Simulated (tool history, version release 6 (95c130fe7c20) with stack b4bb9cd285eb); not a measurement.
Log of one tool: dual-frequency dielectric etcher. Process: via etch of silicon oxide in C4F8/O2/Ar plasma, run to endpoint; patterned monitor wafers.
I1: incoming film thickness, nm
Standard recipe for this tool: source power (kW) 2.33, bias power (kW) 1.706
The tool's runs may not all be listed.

Run 1, day 0: usual settings; I1 1913.1. Result: endpoint time (s) 386.3.
Run 2, day 0.254: usual settings but bias power (kW) 1.602; I1 1903.8. Result: endpoint time (s) 392.
Run 3, day 0.558: usual settings; I1 1914.2. Result: endpoint time (s) 386.4.
Run 4, day 1.154: usual settings but bias power (kW) 1.404; I1 1924.7. Result: endpoint time (s) 425.1.
Run 5, day 1.504: usual settings but bias power (kW) 1.404; I1 1919.5. Result: endpoint time (s) 422.4.
Run 6, day 1.854: usual settings but bias power (kW) 1.404; I1 1906. Result: endpoint time (s) 420.1.
Run 7, day 2.342: usual settings but bias power (kW) 1.822; I1 1930.8. Result: endpoint time (s) 377.2.
At day 3.033: source power generator calibrated.
At day 3.633: wet clean of the chamber.
Run 8, day 3.654: usual settings but source power (kW) 1.96; I1 1911.2. Result: endpoint time (s) 416.1.
Run 9, day 3.671: usual settings but source power (kW) 1.96; I1 1905.3. Result: endpoint time (s) 415.4.
Run 10, day 3.854: usual settings but bias power (kW) 1.465; I1 1910.5. Result: endpoint time (s) 395.1.
At day 5.062: upper electrode replaced.
Run 11, day 5.083: usual settings but source power (kW) 2, bias power (kW) 1.821; I1 1892.5. Result: endpoint time (s) 397.1.
Run 12, day 5.1: usual settings; I1 1925.9. Result: endpoint time (s) 376.5.
Run 13, day 5.208: usual settings but source power (kW) 2.9, bias power (kW) 1.932; I1 1884.7. Result: endpoint time (s) 305.9.
Run 14, day 5.612: usual settings but source power (kW) 2.76, bias power (kW) 1.476; I1 1902.3. Result: endpoint time (s) 355.8.
At day 5.821: bias power generator calibrated.
Run 15, day 6.2: usual settings but source power (kW) 2.13; I1 1927.5. Result: endpoint time (s) 398.1.

What will run 16 give?
Run 16, day 6.812: usual settings but source power (kW) 2.66, bias power (kW) 1.404; I1 1904.4. Result: endpoint time (s) ?.

Run 16 produced endpoint time (s) 374.
The same run, on a tool lacking any hidden state, would have yielded endpoint time (s) 370.6.
